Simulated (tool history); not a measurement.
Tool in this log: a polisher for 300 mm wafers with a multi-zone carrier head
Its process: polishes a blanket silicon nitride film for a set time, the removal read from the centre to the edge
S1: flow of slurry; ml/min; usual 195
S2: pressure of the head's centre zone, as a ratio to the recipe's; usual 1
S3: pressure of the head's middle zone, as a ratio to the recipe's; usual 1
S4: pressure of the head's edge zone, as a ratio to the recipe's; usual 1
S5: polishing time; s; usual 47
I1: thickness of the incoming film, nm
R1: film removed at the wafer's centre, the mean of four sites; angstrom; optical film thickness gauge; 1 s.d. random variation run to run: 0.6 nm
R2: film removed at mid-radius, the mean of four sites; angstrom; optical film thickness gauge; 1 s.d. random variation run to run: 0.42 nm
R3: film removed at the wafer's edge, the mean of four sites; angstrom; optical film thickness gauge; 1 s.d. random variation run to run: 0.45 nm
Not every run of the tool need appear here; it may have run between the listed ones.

run	hour	S1	S2	S3	S4	S5	I1	R1	R2	R3
1	0	195	1	1	1	38	442	443	428	444
2	53.1	140	1	0.96	0.93	61	442.4	623	607	642
3	95.9	195	1	1	1	47	443.1	517	515	543
4	143.8	195	1	1.05	1	37	449.8	405	417	427
# hour 167.4: worn pad replaced by a new one
5	168.7	155	0.91	0.94	0.95	47	446.4	447	445	496
6	204.2	125	1	0.92	1.04	42	442.2	376	364	438
# hour 221: slurry nozzle cleaned
7	234.5	195	0.96	1	0.95	57	442.5	648	668	662
# hour 262.5: edge zone pressure recalibrated
8	301.4	150	1.11	1.1	1	47	441	531	549	532
# hour 327.5: centre zone pressure recalibrated
9	351.7	145	0.95	1	1	47	437.6	498	498	527
10	417.9	195	0.93	1	1	47	443.4	525	540	546
11	444.5	195	1	0.89	1	34	433	388	350	399
12	617.4	195	1	1	1	47	432.6	526	513	546
# hour 638.1: worn pad replaced by a new one
13	653.6	195	1	1	1	37	440.8	407	399	424
14	691.5	195	1	1	1	60	443.5	641	637	678
15	719	195	1	1	1.04	62	442.5	660	652	705
16	759.3	195	1	1	1	47	436.3	503	492	524
17	788.7	195	1	1	1	38	433	398	398	427
# hour 823.4: carrier head's membrane replaced by a new one
18	848	215	1.08	1	1	56	440.3	601	594	627
19	910	195	1	1	0.95	62	441.8	598	615	653
# hour 914: slurry nozzle cleaned
20	957.1	195	0.91	1.06	1.03	36	443.6	397	446	446
21	1006.3	230	1	1.07	0.9	52	443.9	603	661	609

Selected run-to-run steps in R1, each split into two signed amounts: the part the tool would show with no hidden state at all (from settings, incoming material and random variation), and the remainder, which goes to the hidden state together with any gauge scatter not common to the measured and the hidden-state-free results:
The tool's hidden condition here consists of: removal rate lost through wear of the pad, %; slurry flow missing at the pad, %; deviation of the centre zone's pressure from its setpoint, %; deviation of the edge zone's pressure from its setpoint, %.
Run 6 -> 7: S1 125 -> 195, S2 1 -> 0.96, S3 0.92 -> 1, S4 1.04 -> 0.95, S5 42 -> 57, slurry nozzle cleaned. R1 +272 angstrom: hidden state +51, all else +221.
Run 13 -> 14: S5 37 -> 60. R1 +234 angstrom: hidden state -38, all else +272.
Run 19 -> 20: S2 1 -> 0.91, S3 1 -> 1.06, S4 0.95 -> 1.03, S5 62 -> 36, slurry nozzle cleaned. R1 -201 angstrom: hidden state +135, all else -336.
